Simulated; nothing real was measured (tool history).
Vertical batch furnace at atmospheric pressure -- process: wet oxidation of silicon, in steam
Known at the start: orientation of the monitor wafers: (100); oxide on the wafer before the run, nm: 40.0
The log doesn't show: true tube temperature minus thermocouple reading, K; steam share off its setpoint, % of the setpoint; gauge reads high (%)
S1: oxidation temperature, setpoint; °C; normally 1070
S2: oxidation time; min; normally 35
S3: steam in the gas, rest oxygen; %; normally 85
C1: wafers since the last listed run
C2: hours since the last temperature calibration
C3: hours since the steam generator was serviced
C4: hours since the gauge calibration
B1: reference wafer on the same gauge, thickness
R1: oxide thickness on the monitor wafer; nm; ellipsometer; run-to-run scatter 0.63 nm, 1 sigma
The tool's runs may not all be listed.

run,hour,S1,S2,S3,C1,C2,C3,C4,B1,R1
1,0,1070,35,89,0,4764,3669.3,28.8,404.06,430.31
2,31.5,1070,35,89,456,4795.5,3700.8,60.3,404.07,429.21
3,39.5,1057,35,85,115,4803.5,3708.8,68.3,403.99,390.77
# hour 50: gauge calibrated
# hour 66.4: steam generator serviced
# hour 88: thermocouples replaced and temperature profile calibrated
4,88.5,1090,35,76,48,0.5,22.1,38.5,404.05,431.43
5,93.1,1070,35,85,66,5.1,26.7,43.1,403.95,419.36
6,97.6,1070,35,85,65,9.6,31.2,47.6,403.9,419.37
7,102.2,1070,35,85,66,14.2,35.8,52.2,404.01,419.17
8,106.7,1070,48.5,85,65,18.7,40.3,56.7,404,507.48
9,111.3,1070,42.5,85,66,23.3,44.9,61.3,403.97,471.28
10,120.2,1070,35,85,129,32.2,53.8,70.2,404.14,420.28
11,128.7,1079,51.5,74,123,40.7,62.3,78.7,404,504.61
# hour 141.4: gauge calibrated
12,145.3,1070,35,85,240,57.3,78.9,3.9,403.88,419.06
13,152.7,1063,42,85,107,64.7,86.3,11.3,404.04,451.04
14,166.2,1051,35,85,195,78.2,99.8,24.8,404.02,379.22

Predict each of these 4 candidate next runs independently; none follows another, all start after run 14:
A,170.8,1070,26.5,85,66,82.8,104.4,29.4,?,?
B,170.8,1060,48,82,66,82.8,104.4,29.4,?,?
C,170.8,1070,42,81,66,82.8,104.4,29.4,?,?
D,170.8,1095,22.5,76,66,82.8,104.4,29.4,?,?

run,B1,R1
A,404.02,355.98
B,404.02,470.18
C,404.02,453.72
D,404.02,342.22
With the hidden condition removed and each run's random variation left untouched, the same runs would have given:
run,R1
A,355.98
B,470.18
C,453.72
D,342.22
